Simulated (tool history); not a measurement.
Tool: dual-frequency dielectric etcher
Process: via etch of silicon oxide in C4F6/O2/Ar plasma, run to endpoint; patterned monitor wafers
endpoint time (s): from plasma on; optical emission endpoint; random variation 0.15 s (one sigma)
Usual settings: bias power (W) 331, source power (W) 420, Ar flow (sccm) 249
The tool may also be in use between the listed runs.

run     day  bias power (W)  source power (W)  Ar flow (sccm)  wafers since the last listed run  hours since the last wet clean  hours since the last bias power generator calibration  hours since the last source power generator calibration  hours since the last Ar flow controller change  hours since the last upper electrode change  incoming incoming film thickness, nm  endpoint time (s)
  1       0             274               420             249                                 0                             0.5                                                 2079.7                                                   3131.8                                            33.2                                         51.3                                 126.3               38.4
  2   0.204             331               420             249                                46                             5.4                                                 2084.6                                                   3136.7                                            38.1                                         56.2                                 126.7               35.7
  3       1             331               420             249                               182                            24.5                                                 2103.7                                                   3155.8                                            57.2                                         75.3                                 128.1               36.1
  4   2.221             331               420             249                               280                            53.8                                                   2133                                                   3185.1                                            86.5                                        104.6                                 128.6               36.3
  5   2.883             291               420             249                               151                            69.7                                                 2148.9                                                     3201                                           102.4                                        120.5                                 126.6               37.7
  6   3.783             291               420             249                               206                            91.3                                                 2170.5                                                   3222.6                                             124                                        142.1                                 127.6               37.8
  7   4.921             395               340             303                               260                           118.6                                                 2197.8                                                   3249.9                                           151.3                                        169.4                                 127.7               37.6
  8   6.129             331               380             249                               277                           147.6                                                 2226.8                                                   3278.9                                           180.3                                        198.4                                 127.7               37.9
  9   6.908             368               420             249                               178                           166.3                                                 2245.5                                                   3297.6                                             199                                        217.1                                 127.4               34.8
 10   7.525             331               420             249                               141                           181.1                                                 2260.3                                                   3312.4                                           213.8                                        231.9                                 128.4               36.5
 11   8.454             253               510             290                               213                           203.4                                                 2282.6                                                   3334.7                                           236.1                                        254.2                                 127.8               37.8
     10.229  -- wet clean of the chamber, repeated, since the last time left the tool worse
 12   10.25             274               420             249                               182                             0.5                                                 2325.7                                                   3377.8                                           279.2                                        297.3                                 126.9               36.3
 13  10.262             383               330             212                                 2                             0.8                                                   2326                                                   3378.1                                           279.5                                        297.6                                 127.8               35.6
 14  10.717             368               390             281                               104                            11.7                                                 2336.9                                                     3389                                           290.4                                        308.5                                 127.1               34.1
 15  11.304             413               480             271                               134                            25.8                                                   2351                                                   3403.1                                           304.5                                        322.6                                 127.2               29.6
     11.946  -- source power generator calibrated
 16  12.142             331               420             249                               153                            45.9                                                 2371.1                                                      4.7                                           324.6                                        342.7                                 127.7               34.3
 17  13.433             331               370             302                               296                            76.9                                                 2402.1                                                     35.7                                           355.6                                        373.7                                 125.7               36.3
     13.938  -- bias power generator calibrated
 18  14.821             301               340             304                               280                           110.2                                                   21.2                                                       69                                           388.9                                          407                                 127.4               39.6
 19  15.575             361               320             210                               173                           128.3                                                   39.3                                                     87.1                                             407                                        425.1                                 127.4               37.2
 20  16.096             292               450             194                               119                           140.8                                                   51.8                                                     99.6                                           419.5                                        437.6                                 126.3               34.1
 21  17.017             297               500             302                               211                           162.9                                                   73.9                                                    121.7                                           441.6                                        459.7                                 126.2               33.7
 22  18.112             360               510             194                               251                           189.2                                                  100.2                                                      148                                           467.9                                          486                                 127.6               30.2
 23  19.425             331               420             249                               301                           220.7                                                  131.7                                                    179.5                                           499.4                                        517.5                                 127.8               34.7
 24  20.817             310               370             197                               319                           254.1                                                  165.1                                                    212.9                                           532.8                                        550.9                                 127.5               37.4
 25  21.379             331               420             249                               129                           267.6                                                  178.6                                                    226.4                                           546.3                                        564.4                                 127.3               34.8
 26  22.004             331               390             217                               143                           282.6                                                  193.6                                                    241.4                                           561.3                                        579.4                                   127               35.5
 27  23.125             376               420             265                               257                           309.5                                                  220.5                                                    268.3                                           588.2                                        606.3                                 126.8               33.2
 28  24.333             381               420             305                               277                           338.5                                                  249.5                                                    297.3                                           617.2                                        635.3                                 128.1               34.1
 29  25.654             250               330             202                               303                           370.2                                                  281.2                                                      329                                           648.9                                          667                                   127               42.9

Hidden state or all else? Some run-to-run changes of endpoint time (s), split into what the settings, what came in and random variation would give without the hidden state, and what is left for the hidden state (with any gauge scatter that isn't in both results):
The hidden state here: etch rate over this chamber's usual, %; bias power that arrives over what is set, %; source power that arrives over what is set, %; Ar flow that arrives over what is set, %.
Run 10 -> 11: bias power (W) 331 -> 253, source power (W) 420 -> 510, Ar flow (sccm) 249 -> 290. endpoint time (s) +1.3: hidden state +0.2, all else +1.1.
Run 11 -> 12: bias power (W) 253 -> 274, source power (W) 510 -> 420, Ar flow (sccm) 290 -> 249, wet clean of the chamber, repeated, since the last time left the tool worse. endpoint time (s) -1.5: hidden state -2.3, all else +0.8.
Run 15 -> 16: bias power (W) 413 -> 331, source power (W) 480 -> 420, Ar flow (sccm) 271 -> 249, source power generator calibrated. endpoint time (s) +4.7: hidden state +0.1, all else +4.6.
Run 28 -> 29: bias power (W) 381 -> 250, source power (W) 420 -> 330, Ar flow (sccm) 305 -> 202. endpoint time (s) +8.8: hidden state +0.2, all else +8.6.
